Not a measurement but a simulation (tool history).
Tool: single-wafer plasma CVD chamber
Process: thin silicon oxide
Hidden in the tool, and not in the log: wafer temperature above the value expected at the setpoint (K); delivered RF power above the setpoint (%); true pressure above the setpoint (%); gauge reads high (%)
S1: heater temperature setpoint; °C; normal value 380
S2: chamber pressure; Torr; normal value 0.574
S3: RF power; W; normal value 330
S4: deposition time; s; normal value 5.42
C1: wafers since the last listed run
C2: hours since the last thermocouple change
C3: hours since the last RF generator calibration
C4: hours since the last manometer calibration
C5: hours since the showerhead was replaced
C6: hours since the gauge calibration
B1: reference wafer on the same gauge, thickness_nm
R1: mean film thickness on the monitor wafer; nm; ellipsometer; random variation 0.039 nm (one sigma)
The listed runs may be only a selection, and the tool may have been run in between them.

{"run": 1, "hour": 0.0, "S1": 380, "S2": 0.574, "S3": 330, "S4": 5.42, "C1": 0, "C2": 1856.9, "C3": 998.9, "C4": 1375.1, "C5": 3557.5, "C6": 278.5, "B1": 6.788, "R1": 7.909}
{"run": 2, "hour": 56.5, "S1": 380, "S2": 0.574, "S3": 330, "S4": 5.42, "C1": 1763, "C2": 1913.4, "C3": 1055.4, "C4": 1431.6, "C5": 3614.0, "C6": 335.0, "B1": 6.788, "R1": 7.838}
{"hour": 101.2, "done": "showerhead replaced"}
{"run": 3, "hour": 101.7, "S1": 380, "S2": 0.574, "S3": 330, "S4": 5.42, "C1": 1161, "C2": 1958.6, "C3": 1100.6, "C4": 1476.8, "C5": 0.5, "C6": 380.2, "B1": 6.79, "R1": 7.822}
{"run": 4, "hour": 157.8, "S1": 380, "S2": 0.574, "S3": 330, "S4": 5.1, "C1": 1751, "C2": 2014.7, "C3": 1156.7, "C4": 1532.9, "C5": 56.6, "C6": 436.3, "B1": 6.792, "R1": 7.386}
{"hour": 227.1, "done": "thermocouple changed; heater temperature recalibrated"}
{"run": 5, "hour": 258.5, "S1": 380, "S2": 0.574, "S3": 330, "S4": 5.1, "C1": 2893, "C2": 31.4, "C3": 1257.4, "C4": 1633.6, "C5": 157.3, "C6": 537.0, "B1": 6.791, "R1": 7.357}
{"run": 6, "hour": 308.7, "S1": 380, "S2": 0.574, "S3": 330, "S4": 5.1, "C1": 1567, "C2": 81.6, "C3": 1307.6, "C4": 1683.8, "C5": 207.5, "C6": 587.2, "B1": 6.777, "R1": 7.344}
{"run": 7, "hour": 362.2, "S1": 380, "S2": 0.574, "S3": 330, "S4": 5.88, "C1": 1670, "C2": 135.1, "C3": 1361.1, "C4": 1737.3, "C5": 261.0, "C6": 640.7, "B1": 6.787, "R1": 8.507}
{"hour": 408.3, "done": "capacitance manometer re-zeroed and calibrated"}
{"hour": 418.9, "done": "RF generator calibrated"}
{"run": 8, "hour": 442.8, "S1": 380, "S2": 0.702, "S3": 330, "S4": 5.42, "C1": 2016, "C2": 215.7, "C3": 23.9, "C4": 34.5, "C5": 341.6, "C6": 721.3, "B1": 6.786, "R1": 9.396}
{"run": 9, "hour": 540.8, "S1": 387, "S2": 0.51, "S3": 355, "S4": 4.88, "C1": 3059, "C2": 313.7, "C3": 121.9, "C4": 132.5, "C5": 439.6, "C6": 819.3, "B1": 6.796, "R1": 6.254}
{"run": 10, "hour": 577.2, "S1": 380, "S2": 0.574, "S3": 330, "S4": 5.42, "C1": 1136, "C2": 350.1, "C3": 158.3, "C4": 168.9, "C5": 476.0, "C6": 855.7, "B1": 6.774, "R1": 7.547}
{"run": 11, "hour": 620.4, "S1": 380, "S2": 0.574, "S3": 330, "S4": 5.42, "C1": 1348, "C2": 393.3, "C3": 201.5, "C4": 212.1, "C5": 519.2, "C6": 898.9, "B1": 6.787, "R1": 7.524}
{"run": 12, "hour": 714.1, "S1": 380, "S2": 0.574, "S3": 330, "S4": 5.42, "C1": 2925, "C2": 487.0, "C3": 295.2, "C4": 305.8, "C5": 612.9, "C6": 992.6, "B1": 6.787, "R1": 7.51}
{"hour": 811.0, "done": "capacitance manometer re-zeroed and calibrated, repeated, since the last time left the tool worse"}
{"run": 13, "hour": 815.2, "S1": 375, "S2": 0.457, "S3": 330, "S4": 6.11, "C1": 2906, "C2": 588.1, "C3": 396.3, "C4": 4.2, "C5": 714.0, "C6": 1093.7, "B1": 6.804, "R1": 7.329}
{"run": 14, "hour": 860.5, "S1": 368, "S2": 0.522, "S3": 295, "S4": 5.42, "C1": 1414, "C2": 633.4, "C3": 441.6, "C4": 49.5, "C5": 759.3, "C6": 1139.0, "B1": 6.782, "R1": 7.045}
{"run": 15, "hour": 952.3, "S1": 380, "S2": 0.574, "S3": 330, "S4": 6.42, "C1": 2865, "C2": 725.2, "C3": 533.4, "C4": 141.3, "C5": 851.1, "C6": 1230.8, "B1": 6.776, "R1": 9.627}
{"run": 16, "hour": 1059.4, "S1": 380, "S2": 0.574, "S3": 330, "S4": 4.8, "C1": 3343, "C2": 832.3, "C3": 640.5, "C4": 248.4, "C5": 958.2, "C6": 1337.9, "B1": 6.776, "R1": 7.166}
{"run": 17, "hour": 1148.5, "S1": 386, "S2": 0.574, "S3": 270, "S4": 4.9, "C1": 2781, "C2": 921.4, "C3": 729.6, "C4": 337.5, "C5": 1047.3, "C6": 1427.0, "B1": 6.794, "R1": 6.566}
{"run": 18, "hour": 1221.8, "S1": 380, "S2": 0.574, "S3": 330, "S4": 5.42, "C1": 2288, "C2": 994.7, "C3": 802.9, "C4": 410.8, "C5": 1120.6, "C6": 1500.3, "B1": 6.785, "R1": 8.024}
{"hour": 1223.0, "done": "gauge calibrated"}
{"run": 19, "hour": 1325.3, "S1": 380, "S2": 0.616, "S3": 330, "S4": 5.42, "C1": 3231, "C2": 1098.2, "C3": 906.4, "C4": 514.3, "C5": 1224.1, "C6": 102.3, "B1": 6.774, "R1": 8.606}
{"run": 20, "hour": 1381.8, "S1": 380, "S2": 0.45, "S3": 305, "S4": 5.42, "C1": 1763, "C2": 1154.7, "C3": 962.9, "C4": 570.8, "C5": 1280.6, "C6": 158.8, "B1": 6.784, "R1": 6.001}
{"run": 21, "hour": 1441.6, "S1": 380, "S2": 0.574, "S3": 330, "S4": 5.42, "C1": 1866, "C2": 1214.5, "C3": 1022.7, "C4": 630.6, "C5": 1340.4, "C6": 218.6, "B1": 6.79, "R1": 7.942}
{"run": 22, "hour": 1523.8, "S1": 380, "S2": 0.574, "S3": 350, "S4": 6.33, "C1": 2566, "C2": 1296.7, "C3": 1104.9, "C4": 712.8, "C5": 1422.6, "C6": 300.8, "B1": 6.776, "R1": 9.597}
{"run": 23, "hour": 1608.6, "S1": 375, "S2": 0.574, "S3": 305, "S4": 5.42, "C1": 2647, "C2": 1381.5, "C3": 1189.7, "C4": 797.6, "C5": 1507.4, "C6": 385.6, "B1": 6.79, "R1": 7.745}
{"run": 24, "hour": 1675.3, "S1": 380, "S2": 0.441, "S3": 330, "S4": 5.42, "C1": 2082, "C2": 1448.2, "C3": 1256.4, "C4": 864.3, "C5": 1574.1, "C6": 452.3, "B1": 6.791, "R1": 6.069}
{"run": 25, "hour": 1736.9, "S1": 380, "S2": 0.574, "S3": 305, "S4": 5.42, "C1": 1923, "C2": 1509.8, "C3": 1318.0, "C4": 925.9, "C5": 1635.7, "C6": 513.9, "B1": 6.773, "R1": 7.652}
{"run": 26, "hour": 1784.7, "S1": 380, "S2": 0.708, "S3": 330, "S4": 6.27, "C1": 1492, "C2": 1557.6, "C3": 1365.8, "C4": 973.7, "C5": 1683.5, "C6": 561.7, "B1": 6.779, "R1": 11.373}
{"run": 27, "hour": 1849.7, "S1": 380, "S2": 0.574, "S3": 330, "S4": 4.6, "C1": 2029, "C2": 1622.6, "C3": 1430.8, "C4": 1038.7, "C5": 1748.5, "C6": 626.7, "B1": 6.789, "R1": 6.691}

Below are 5 alternative next runs, each starting from the tool's condition after run 27. Predict each:
{"run": "A", "hour": 1850.1, "S1": 380, "S2": 0.574, "S3": 365, "S4": 5.42, "C1": 12, "C2": 1623.0, "C3": 1431.2, "C4": 1039.1, "C5": 1748.9, "C6": 627.1, "B1": "?", "R1": "?"}
{"run": "B", "hour": 1850.1, "S1": 380, "S2": 0.486, "S3": 275, "S4": 5.06, "C1": 12, "C2": 1623.0, "C3": 1431.2, "C4": 1039.1, "C5": 1748.9, "C6": 627.1, "B1": "?", "R1": "?"}
{"run": "C", "hour": 1850.1, "S1": 380, "S2": 0.654, "S3": 375, "S4": 5.42, "C1": 12, "C2": 1623.0, "C3": 1431.2, "C4": 1039.1, "C5": 1748.9, "C6": 627.1, "B1": "?", "R1": "?"}
{"run": "D", "hour": 1850.1, "S1": 387, "S2": 0.669, "S3": 330, "S4": 5.42, "C1": 12, "C2": 1623.0, "C3": 1431.2, "C4": 1039.1, "C5": 1748.9, "C6": 627.1, "B1": "?", "R1": "?"}
{"run": "E", "hour": 1850.1, "S1": 368, "S2": 0.508, "S3": 330, "S4": 5.42, "C1": 12, "C2": 1623.0, "C3": 1431.2, "C4": 1039.1, "C5": 1748.9, "C6": 627.1, "B1": "?", "R1": "?"}

run=A B1=6.784 R1=8.338
run=B B1=6.784 R1=5.736
run=C B1=6.784 R1=9.600
run=D B1=6.784 R1=9.226
run=E B1=6.784 R1=7.103
Stripped of hidden state, with their random variation kept, the same runs would have yielded:
run=A R1=8.562
run=B R1=5.890
run=C R1=9.849
run=D R1=9.465
run=E R1=7.294

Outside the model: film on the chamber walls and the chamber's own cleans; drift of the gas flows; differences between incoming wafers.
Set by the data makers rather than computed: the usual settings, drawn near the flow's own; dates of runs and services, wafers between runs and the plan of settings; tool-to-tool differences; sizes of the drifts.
